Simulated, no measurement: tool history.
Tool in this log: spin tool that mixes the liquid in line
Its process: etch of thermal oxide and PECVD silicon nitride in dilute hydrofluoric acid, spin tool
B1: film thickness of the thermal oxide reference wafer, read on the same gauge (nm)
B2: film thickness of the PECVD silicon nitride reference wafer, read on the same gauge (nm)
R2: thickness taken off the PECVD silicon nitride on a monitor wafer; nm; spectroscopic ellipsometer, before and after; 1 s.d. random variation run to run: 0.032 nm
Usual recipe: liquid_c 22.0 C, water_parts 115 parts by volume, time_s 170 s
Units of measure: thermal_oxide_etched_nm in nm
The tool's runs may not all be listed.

Run 1, hour 0.0: usual settings; B1 79.97; B2 90.031. Result: thermal_oxide_etched_nm 5.54 nm, R2 3.839 nm.
Run 2, hour 34.8: usual settings; B1 79.97; B2 89.996. Result: thermal_oxide_etched_nm 5.55 nm, R2 3.852 nm.
Run 3, hour 60.8: usual settings; B1 79.99; B2 90.009. Result: thermal_oxide_etched_nm 5.58 nm, R2 3.850 nm.
Run 4, hour 95.4: usual settings; B1 79.99; B2 89.995. Result: thermal_oxide_etched_nm 5.59 nm, R2 3.858 nm.
Run 5, hour 120.2: usual settings but liquid_c 21.0 C; B1 80.01; B2 89.998. Result: thermal_oxide_etched_nm 5.34 nm, R2 3.606 nm.
Run 6, hour 147.7: usual settings but liquid_c 21.0 C; B1 80.03; B2 89.986. Result: thermal_oxide_etched_nm 5.31 nm, R2 3.549 nm.
Run 7, hour 180.8: usual settings but liquid_c 26.0 C, water_parts 75 parts by volume; B1 79.97; B2 90.005. Result: thermal_oxide_etched_nm 11.59 nm, R2 9.062 nm.
Run 8, hour 206.1: usual settings but liquid_c 24.0 C, water_parts 60 parts by volume, time_s 220 s; B1 80.04; B2 89.992. Result: thermal_oxide_etched_nm 17.82 nm, R2 12.844 nm.
Run 9, hour 223.3: usual settings but liquid_c 25.5 C, water_parts 135 parts by volume, time_s 250 s; B1 79.99; B2 89.981. Result: thermal_oxide_etched_nm 8.69 nm, R2 7.153 nm.
Run 10, hour 241.8: usual settings but liquid_c 21.0 C; B1 80.00; B2 89.997. Result: thermal_oxide_etched_nm 5.98 nm, R2 4.274 nm.
Run 11, hour 254.5: usual settings but liquid_c 17.5 C, water_parts 160 parts by volume, time_s 95 s; B1 80.00; B2 90.022. Result: thermal_oxide_etched_nm 1.96 nm, R2 1.356 nm.
Run 12, hour 287.8: usual settings but liquid_c 19.0 C; B1 80.00; B2 90.006. Result: thermal_oxide_etched_nm 5.40 nm, R2 3.697 nm.
Run 13, hour 314.1: usual settings but liquid_c 20.5 C; B1 79.96; B2 89.991. Result: thermal_oxide_etched_nm 5.83 nm, R2 4.094 nm.
Run 14, hour 331.1: usual settings but time_s 250 s; B1 79.96; B2 89.996. Result: thermal_oxide_etched_nm 9.13 nm, R2 6.713 nm.
Run 15, hour 360.9: usual settings but water_parts 130 parts by volume; B1 80.02; B2 90.006. Result: thermal_oxide_etched_nm 5.32 nm, R2 4.024 nm.
Run 16, hour 376.2: usual settings; B1 80.04; B2 90.006. Result: thermal_oxide_etched_nm 6.19 nm, R2 4.533 nm.
Run 17, hour 408.9: usual settings but liquid_c 23.5 C, time_s 75 s; B1 80.00; B2 90.022. Result: thermal_oxide_etched_nm 2.89 nm, R2 2.213 nm.
Run 18, hour 437.0: usual settings; B1 79.99; B2 89.999. Result: thermal_oxide_etched_nm 6.18 nm, R2 4.498 nm.
Run 19, hour 469.0: usual settings; B1 80.01; B2 89.998. Result: thermal_oxide_etched_nm 6.16 nm, R2 4.531 nm.
Run 20, hour 501.4: usual settings but water_parts 155 parts by volume; B1 80.02; B2 89.994. Result: thermal_oxide_etched_nm 4.32 nm, R2 3.312 nm.
Run 21, hour 531.1: usual settings but liquid_c 18.5 C, water_parts 70 parts by volume, time_s 115 s; B1 80.00; B2 89.995. Result: thermal_oxide_etched_nm 6.19 nm, R2 3.844 nm.
Run 22, hour 553.7: usual settings but liquid_c 17.5 C, water_parts 160 parts by volume, time_s 95 s; B1 80.00; B2 89.995. Result: thermal_oxide_etched_nm 1.93 nm, R2 1.331 nm.
Run 23, hour 577.7: usual settings; B1 79.98; B2 89.996. Result: thermal_oxide_etched_nm 6.08 nm, R2 4.482 nm.
Run 24, hour 619.0: usual settings but water_parts 165 parts by volume; B1 79.99; B2 90.003. Result: thermal_oxide_etched_nm 3.98 nm, R2 3.083 nm.
Run 25, hour 648.2: usual settings but liquid_c 23.5 C, time_s 105 s; B1 79.99; B2 90.005. Result: thermal_oxide_etched_nm 4.03 nm, R2 3.052 nm.
Run 26, hour 666.0: usual settings; B1 80.01; B2 90.003. Result: thermal_oxide_etched_nm 6.08 nm, R2 4.500 nm.
Run 27, hour 698.0: usual settings; B1 79.99; B2 89.979. Result: thermal_oxide_etched_nm 6.09 nm, R2 4.429 nm.

Removed from this log: 2 entries logged between the listed runs. Between which two listed runs does each belong, and how does the tool's hidden state at the listed run before it compare with that at the listed run after it?
Between runs 6 and 7: thermometer replaced (hour 149.2)
  liquid colder than its thermometer reads (K): 2.83 -> 0.177
  measured value less the no-hidden-state value, thermal_oxide_etched_nm: -0.65 -> -0.08 nm; R2: -0.752 -> -0.108 nm
Between runs 8 and 9: gauge calibrated (hour 222.7)
  liquid colder than its thermometer reads (K): 0.201 -> 0.217
  measured value less the no-hidden-state value, thermal_oxide_etched_nm: -0.14 -> -0.07 nm; R2: -0.173 -> -0.102 nm
